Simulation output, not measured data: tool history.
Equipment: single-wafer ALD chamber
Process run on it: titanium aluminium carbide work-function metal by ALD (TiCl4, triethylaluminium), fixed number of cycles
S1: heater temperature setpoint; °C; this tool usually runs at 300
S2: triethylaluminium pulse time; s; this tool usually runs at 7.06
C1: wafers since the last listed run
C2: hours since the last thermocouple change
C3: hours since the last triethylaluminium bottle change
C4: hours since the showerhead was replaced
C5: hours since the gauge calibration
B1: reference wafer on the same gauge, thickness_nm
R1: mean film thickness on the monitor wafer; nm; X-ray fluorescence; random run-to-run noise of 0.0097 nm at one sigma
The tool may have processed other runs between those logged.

run,hour,S1,S2,C1,C2,C3,C4,C5,B1,R1
1,0.0,292,8.76,0,1244.0,417.5,6206.1,278.5,1.372,1.713
2,29.5,300,7.88,561,1273.5,447.0,6235.6,308.0,1.368,1.732
3,83.5,300,6.24,1026,1327.5,501.0,6289.6,362.0,1.369,1.625
4,132.4,300,6.24,930,1376.4,549.9,6338.5,410.9,1.370,1.624
5,190.4,300,6.24,1103,1434.4,607.9,6396.5,468.9,1.369,1.615
6,262.0,300,7.06,1361,1506.0,679.5,6468.1,540.5,1.372,1.663
7,300.5,300,7.06,732,1544.5,718.0,6506.6,579.0,1.371,1.645
8,341.7,300,7.06,783,1585.7,759.2,6547.8,620.2,1.370,1.656
# hour 468.2: triethylaluminium bottle replaced
9,535.1,300,7.70,3526,1779.1,66.9,6741.2,813.6,1.370,1.725
# hour 580.7: thermocouple changed; heater temperature recalibrated
# hour 581.4: showerhead replaced, of another model than before
10,595.1,307,8.90,975,14.4,126.9,13.7,873.6,1.370,1.815
11,629.7,307,8.90,658,49.0,161.5,48.3,908.2,1.370,1.804
12,674.0,307,8.90,842,93.3,205.8,92.6,952.5,1.367,1.812
13,743.1,300,7.06,1314,162.4,274.9,161.7,1021.6,1.372,1.701
# hour 754.5: gauge calibrated
14,775.4,296,7.06,614,194.7,307.2,194.0,20.9,1.369,1.670
15,845.9,307,8.78,1340,265.2,377.7,264.5,91.4,1.368,1.781
16,895.2,300,7.06,937,314.5,427.0,313.8,140.7,1.370,1.692
17,964.6,286,7.06,1319,383.9,496.4,383.2,210.1,1.371,1.597
18,996.4,300,7.06,604,415.7,528.2,415.0,241.9,1.370,1.696
19,1161.9,290,8.74,3147,581.2,693.7,580.5,407.4,1.370,1.666
20,1231.7,306,8.86,1327,651.0,763.5,650.3,477.2,1.366,1.781
21,1258.9,286,5.74,517,678.2,790.7,677.5,504.4,1.372,1.515
# hour 1276.3: triethylaluminium bottle replaced
22,1298.9,300,7.06,608,718.2,22.6,717.5,544.4,1.371,1.707
23,1334.9,306,9.02,684,754.2,58.6,753.5,580.4,1.370,1.820
24,1362.7,300,8.40,528,782.0,86.4,781.3,608.2,1.369,1.747
25,1421.9,300,7.06,1125,841.2,145.6,840.5,667.4,1.371,1.706
26,1483.7,300,8.19,1175,903.0,207.4,902.3,729.2,1.371,1.747

How would selected steps in R1 from run to run divide? Give the signed amount a tool lacking its hidden state would still show from settings, what came in and random variation, and the signed amount left for the hidden state, including any gauge scatter that is not in both of the compared results.
What the log doesn't record here: wafer temperature above the value expected at the setpoint (K); triethylaluminium dose above that of a fresh bottle (%); gauge reads high (%).
Run 8 -> 9: S2 7.06 -> 7.70, triethylaluminium bottle replaced. R1 +0.069 nm: hidden state +0.045, all else +0.024.
Run 20 -> 21: S1 306 -> 286, S2 8.86 -> 5.74. R1 -0.266 nm: hidden state -0.014, all else -0.252.
Run 21 -> 22: S1 286 -> 300, S2 5.74 -> 7.06, triethylaluminium bottle replaced. R1 +0.192 nm: hidden state +0.042, all else +0.150.
